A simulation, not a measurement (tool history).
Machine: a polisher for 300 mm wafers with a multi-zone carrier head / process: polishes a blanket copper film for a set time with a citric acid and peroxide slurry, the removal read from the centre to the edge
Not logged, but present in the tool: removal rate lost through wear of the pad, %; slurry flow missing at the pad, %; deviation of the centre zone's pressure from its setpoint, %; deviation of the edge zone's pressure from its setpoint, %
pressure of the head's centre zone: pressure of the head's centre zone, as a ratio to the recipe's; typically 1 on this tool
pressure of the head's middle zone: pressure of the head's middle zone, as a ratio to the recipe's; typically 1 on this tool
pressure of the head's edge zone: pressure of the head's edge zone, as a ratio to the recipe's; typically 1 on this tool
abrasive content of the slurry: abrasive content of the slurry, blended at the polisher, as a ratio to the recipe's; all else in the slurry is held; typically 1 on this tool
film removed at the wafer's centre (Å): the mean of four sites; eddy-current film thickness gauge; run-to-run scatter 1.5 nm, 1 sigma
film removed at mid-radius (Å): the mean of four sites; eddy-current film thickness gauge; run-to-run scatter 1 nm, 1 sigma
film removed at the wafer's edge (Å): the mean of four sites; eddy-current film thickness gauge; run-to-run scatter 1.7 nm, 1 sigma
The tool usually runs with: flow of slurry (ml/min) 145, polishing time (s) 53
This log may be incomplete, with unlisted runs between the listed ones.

| run | hour | flow of slurry (ml/min) | pressure of the head's centre zone | pressure of the head's middle zone | pressure of the head's edge zone | abrasive content of the slurry | polishing time (s) | wafers since the last listed run | wafers polished on this pad | hours since the slurry nozzle was cleaned | hours since the centre zone pressure was calibrated | hours since the edge zone pressure was calibrated | hours since the carrier head's membrane was replaced | incoming thickness of the incoming film, nm | film removed at the wafer's centre (Å) | film removed at mid-radius (Å) | film removed at the wafer's edge (Å) |
|---|---|---|---|---|---|---|---|---|---|---|---|---|---|---|---|---|---|
| 1 | 0 | 145 | 1 | 0.9 | 1 | 1 | 53 | 0 | 820 | 168 | 891.8 | 341.2 | 963.9 | 822.9 | 1365 | 1290 | 1382 |
| 2 | 15.4 | 145 | 0.96 | 0.88 | 1 | 1 | 53 | 177 | 997 | 183.4 | 907.2 | 356.6 | 979.3 | 830 | 1338 | 1275 | 1386 |
| 3 | 29 | 145 | 1 | 0.89 | 1.09 | 1 | 53 | 156 | 1154 | 197 | 920.8 | 370.2 | 992.9 | 827.6 | 1384 | 1288 | 1411 |
|  | 32.2 | edge zone pressure recalibrated |
|  | 51.1 | carrier head's membrane replaced by a new one |
| 4 | 54.9 | 145 | 1 | 1.05 | 1 | 1 | 59 | 217 | 1371 | 222.9 | 946.7 | 22.7 | 3.8 | 826.6 | 1520 | 1637 | 1498 |
| 5 | 86.8 | 145 | 1.1 | 1 | 1 | 1 | 47 | 367 | 1739 | 254.8 | 978.6 | 54.6 | 35.7 | 839.5 | 1319 | 1245 | 1229 |
| 6 | 117.8 | 145 | 1.07 | 1.11 | 1 | 0.85 | 36 | 357 | 2096 | 285.8 | 1009.6 | 85.6 | 66.7 | 836.2 | 954 | 998 | 907 |
| 7 | 154.5 | 145 | 1 | 1 | 1 | 1 | 53 | 422 | 2519 | 322.5 | 1046.3 | 122.3 | 103.4 | 816.4 | 1374 | 1375 | 1393 |
|  | 160.1 | worn pad replaced by a new one |
| 8 | 259.2 | 145 | 1 | 1 | 0.92 | 1 | 53 | 1160 | 1141 | 427.2 | 1151 | 227 | 208.1 | 847.6 | 1362 | 1375 | 1315 |
| 9 | 278.8 | 105 | 0.9 | 1 | 1 | 1 | 53 | 225 | 1367 | 446.8 | 1170.6 | 246.6 | 227.7 | 829.1 | 1164 | 1298 | 1282 |
| 10 | 301.6 | 145 | 1 | 1 | 1 | 1 | 53 | 262 | 1630 | 469.6 | 1193.4 | 269.4 | 250.5 | 818.5 | 1315 | 1370 | 1362 |
| 11 | 328.9 | 145 | 1 | 1 | 1 | 1 | 53 | 314 | 1944 | 496.9 | 1220.7 | 296.7 | 277.8 | 831.1 | 1306 | 1364 | 1338 |
|  | 332.4 | edge zone pressure recalibrated |
|  | 345.9 | slurry nozzle cleaned |
| 12 | 363.7 | 145 | 1 | 1 | 1 | 1 | 53 | 366 | 2311 | 17.8 | 1255.5 | 31.3 | 312.6 | 833.8 | 1390 | 1428 | 1383 |
|  | 367.5 | centre zone pressure recalibrated |
| 13 | 390.4 | 145 | 1 | 0.94 | 1 | 1.3 | 53 | 284 | 2595 | 44.5 | 22.9 | 58 | 339.3 | 821.6 | 1467 | 1396 | 1432 |
|  | 400.2 | worn pad replaced by a new one |
| 14 | 420.3 | 145 | 1 | 1 | 1 | 1 | 53 | 298 | 232 | 74.4 | 52.8 | 87.9 | 369.2 | 846.8 | 1394 | 1392 | 1374 |
| 15 | 452.3 | 145 | 1 | 0.97 | 1.12 | 1 | 53 | 368 | 600 | 106.4 | 84.8 | 119.9 | 401.2 | 829 | 1378 | 1373 | 1471 |
| 16 | 472.7 | 170 | 1 | 0.92 | 0.97 | 1.15 | 53 | 235 | 835 | 126.8 | 105.2 | 140.3 | 421.6 | 829.4 | 1468 | 1381 | 1422 |
| 17 | 494.1 | 145 | 1 | 1 | 0.95 | 1 | 53 | 246 | 1082 | 148.2 | 126.6 | 161.7 | 443 | 830.8 | 1397 | 1409 | 1345 |
| 18 | 511.9 | 145 | 1 | 1 | 1 | 1.1 | 53 | 205 | 1287 | 166 | 144.4 | 179.5 | 460.8 | 829.4 | 1405 | 1412 | 1408 |
| 19 | 541.8 | 145 | 0.9 | 1.09 | 1 | 1.15 | 58 | 344 | 1631 | 195.9 | 174.3 | 209.4 | 490.7 | 844.1 | 1431 | 1661 | 1545 |
| 20 | 577.2 | 145 | 0.92 | 1 | 1 | 1 | 48 | 407 | 2039 | 231.3 | 209.7 | 244.8 | 526.1 | 826.3 | 1170 | 1244 | 1271 |
|  | 592.2 | worn pad replaced by a new one |
| 21 | 597.7 | 145 | 1 | 1 | 1 | 1 | 48 | 190 | 63 | 251.8 | 230.2 | 265.3 | 546.6 | 832.1 | 1211 | 1261 | 1250 |

Predict each of these 4 candidate next runs independently; none follows another, all start after run 21:
| A | 598.1 | 145 | 1 | 0.91 | 1 | 1 | 53 | 4 | 68 | 252.2 | 230.6 | 265.7 | 547 | 824.1 | ? | ? | ? |
| B | 598.1 | 145 | 1 | 1 | 1 | 1.25 | 53 | 4 | 68 | 252.2 | 230.6 | 265.7 | 547 | 824.1 | ? | ? | ? |
| C | 598.1 | 145 | 1 | 0.94 | 1 | 0.7 | 44 | 4 | 68 | 252.2 | 230.6 | 265.7 | 547 | 824.1 | ? | ? | ? |
| D | 598.1 | 145 | 1.07 | 1 | 1 | 1.1 | 53 | 4 | 68 | 252.2 | 230.6 | 265.7 | 547 | 824.1 | ? | ? | ? |

| run | film removed at the wafer's centre (Å) | film removed at mid-radius (Å) | film removed at the wafer's edge (Å) |
|---|---|---|---|
| A | 1339 | 1291 | 1355 |
| B | 1385 | 1430 | 1399 |
| C | 1061 | 1047 | 1073 |
| D | 1428 | 1403 | 1372 |
With the hidden condition removed and each run's random variation left untouched, the same runs would have given:
| run | film removed at the wafer's centre (Å) | film removed at mid-radius (Å) | film removed at the wafer's edge (Å) |
|---|---|---|---|
| A | 1379 | 1325 | 1380 |
| B | 1427 | 1468 | 1425 |
| C | 1093 | 1075 | 1093 |
| D | 1471 | 1440 | 1397 |
